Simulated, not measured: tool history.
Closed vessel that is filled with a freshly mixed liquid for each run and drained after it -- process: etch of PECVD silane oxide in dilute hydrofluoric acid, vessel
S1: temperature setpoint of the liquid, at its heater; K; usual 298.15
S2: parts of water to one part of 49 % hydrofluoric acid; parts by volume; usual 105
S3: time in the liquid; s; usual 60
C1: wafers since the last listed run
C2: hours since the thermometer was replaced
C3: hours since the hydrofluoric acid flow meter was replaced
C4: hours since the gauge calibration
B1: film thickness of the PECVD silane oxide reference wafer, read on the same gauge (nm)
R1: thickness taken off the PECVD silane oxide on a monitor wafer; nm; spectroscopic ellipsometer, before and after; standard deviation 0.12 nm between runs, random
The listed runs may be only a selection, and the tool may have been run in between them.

run 1 day=0 | S1=298.15 S2=105 S3=60 | C1=0 C2=644 C3=737.8 C4=3286.5 | B1=109.99 | R1=23.61
run 2 day=4.475 | S1=298.15 S2=105 S3=60 | C1=14600 C2=751.4 C3=845.2 C4=3393.9 | B1=110 | R1=23.29
run 3 day=8.55 | S1=296.65 S2=105 S3=60 | C1=13295 C2=849.2 C3=943 C4=3491.7 | B1=109.99 | R1=21.83
run 4 day=12.325 | S1=298.15 S2=145 S3=60 | C1=12316 C2=939.8 C3=1033.6 C4=3582.3 | B1=109.99 | R1=16.02
run 5 day=16.35 | S1=298.15 S2=105 S3=60 | C1=13132 C2=1036.4 C3=1130.2 C4=3678.9 | B1=109.98 | R1=23.17
run 6 day=20.471 | S1=298.15 S2=105 S3=60 | C1=13445 C2=1135.3 C3=1229.1 C4=3777.8 | B1=110 | R1=23.36
run 7 day=24.879 | S1=298.15 S2=105 S3=60 | C1=14383 C2=1241.1 C3=1334.9 C4=3883.6 | B1=110.01 | R1=23.29
-- day=25.396 thermometer replaced
run 8 day=26.704 | S1=298.15 S2=105 S3=45 | C1=5818 C2=31.4 C3=1378.7 C4=3927.4 | B1=110.02 | R1=17.35
run 9 day=28.596 | S1=298.15 S2=105 S3=45 | C1=6172 C2=76.8 C3=1424.1 C4=3972.8 | B1=109.99 | R1=17.32
run 10 day=33.088 | S1=299.65 S2=65 S3=60 | C1=14655 C2=184.6 C3=1531.9 C4=4080.6 | B1=110 | R1=41.9
run 11 day=37.475 | S1=299.65 S2=105 S3=45 | C1=14315 C2=289.9 C3=1637.2 C4=4185.9 | B1=110 | R1=18.5
-- day=37.483 gauge calibrated
run 12 day=41.325 | S1=298.15 S2=105 S3=60 | C1=12561 C2=382.3 C3=1729.6 C4=92.2 | B1=110 | R1=23.06
run 13 day=43.7 | S1=298.15 S2=105 S3=60 | C1=7749 C2=439.3 C3=1786.6 C4=149.2 | B1=110 | R1=23.14
run 14 day=45.392 | S1=298.15 S2=105 S3=60 | C1=5519 C2=479.9 C3=1827.2 C4=189.8 | B1=109.98 | R1=22.94
run 15 day=48.729 | S1=295.65 S2=70 S3=75 | C1=10889 C2=560 C3=1907.3 C4=269.9 | B1=109.99 | R1=40.88
run 16 day=51.954 | S1=302.65 S2=60 S3=50 | C1=10522 C2=637.4 C3=1984.7 C4=347.3 | B1=110 | R1=42.47
run 17 day=53.85 | S1=293.65 S2=145 S3=60 | C1=6185 C2=682.9 C3=2030.2 C4=392.8 | B1=109.99 | R1=13.27
run 18 day=57.333 | S1=298.15 S2=105 S3=40 | C1=11365 C2=766.5 C3=2113.8 C4=476.4 | B1=109.99 | R1=15.32
run 19 day=59.146 | S1=299.65 S2=65 S3=60 | C1=5913 C2=810 C3=2157.3 C4=519.9 | B1=110 | R1=41.76
run 20 day=61.342 | S1=296.65 S2=105 S3=75 | C1=7164 C2=862.7 C3=2210 C4=572.6 | B1=109.99 | R1=27.05
run 21 day=64.358 | S1=298.15 S2=105 S3=60 | C1=9842 C2=935.1 C3=2282.4 C4=645 | B1=110 | R1=23
run 22 day=67.008 | S1=293.65 S2=130 S3=80 | C1=8646 C2=998.7 C3=2346 C4=708.6 | B1=110 | R1=20.22
-- day=68.596 hydrofluoric acid flow meter replaced
-- day=74.758 thermometer replaced
run 23 day=77.429 | S1=298.15 S2=90 S3=35 | C1=33728 C2=64.1 C3=212 C4=958.7 | B1=110.02 | R1=16.11
run 24 day=79.425 | S1=293.65 S2=130 S3=50 | C1=6511 C2=112 C3=259.9 C4=1006.6 | B1=110 | R1=12.95
run 25 day=82.05 | S1=298.15 S2=105 S3=60 | C1=8564 C2=175 C3=322.9 C4=1069.6 | B1=110.02 | R1=23.36
run 26 day=85.454 | S1=296.15 S2=80 S3=30 | C1=11107 C2=256.7 C3=404.6 C4=1151.3 | B1=110 | R1=14.53
run 27 day=88.4 | S1=294.65 S2=105 S3=85 | C1=9611 C2=327.4 C3=475.3 C4=1222 | B1=110.04 | R1=28.83
run 28 day=90.2 | S1=301.65 S2=105 S3=85 | C1=5872 C2=370.6 C3=518.5 C4=1265.2 | B1=110.02 | R1=37.97
run 29 day=93.038 | S1=298.15 S2=105 S3=90 | C1=9258 C2=438.7 C3=586.6 C4=1333.3 | B1=110.01 | R1=34.99
run 30 day=94.604 | S1=298.15 S2=125 S3=45 | C1=5111 C2=476.3 C3=624.2 C4=1370.9 | B1=110 | R1=14.19
run 31 day=96.467 | S1=298.15 S2=105 S3=35 | C1=6076 C2=521 C3=668.9 C4=1415.6 | B1=110.02 | R1=13.46
run 32 day=100.962 | S1=296.65 S2=105 S3=50 | C1=14668 C2=628.9 C3=776.8 C4=1523.5 | B1=110.02 | R1=18.47
run 33 day=105.017 | S1=301.65 S2=65 S3=50 | C1=13227 C2=726.2 C3=874.1 C4=1620.8 | B1=109.98 | R1=37.93
run 34 day=112.688 | S1=295.65 S2=120 S3=95 | C1=25028 C2=910.3 C3=1058.2 C4=1804.9 | B1=110 | R1=28.35

The tool's hidden state at each run:
liquid colder than its thermometer reads (K): 0 in every run
gauge reads high (%): 0 in every run
H1: hydrofluoric acid flow below the setpoint (%)
run=1 H1=0.58
run=2 H1=0.663
run=3 H1=0.739
run=4 H1=0.809
run=5 H1=0.883
run=6 H1=0.959
run=7 H1=1.04
run=8 H1=1.07
run=9 H1=1.11
run=10 H1=1.19
run=11 H1=1.27
run=12 H1=1.35
run=13 H1=1.39
run=14 H1=1.42
run=15 H1=1.48
run=16 H1=1.54
run=17 H1=1.58
run=18 H1=1.64
run=19 H1=1.68
run=20 H1=1.72
run=21 H1=1.77
run=22 H1=1.82
run=23 H1=0.3
run=24 H1=0.337
run=25 H1=0.386
run=26 H1=0.449
run=27 H1=0.503
run=28 H1=0.537
run=29 H1=0.589
run=30 H1=0.618
run=31 H1=0.653
run=32 H1=0.736
run=33 H1=0.811
run=34 H1=0.953

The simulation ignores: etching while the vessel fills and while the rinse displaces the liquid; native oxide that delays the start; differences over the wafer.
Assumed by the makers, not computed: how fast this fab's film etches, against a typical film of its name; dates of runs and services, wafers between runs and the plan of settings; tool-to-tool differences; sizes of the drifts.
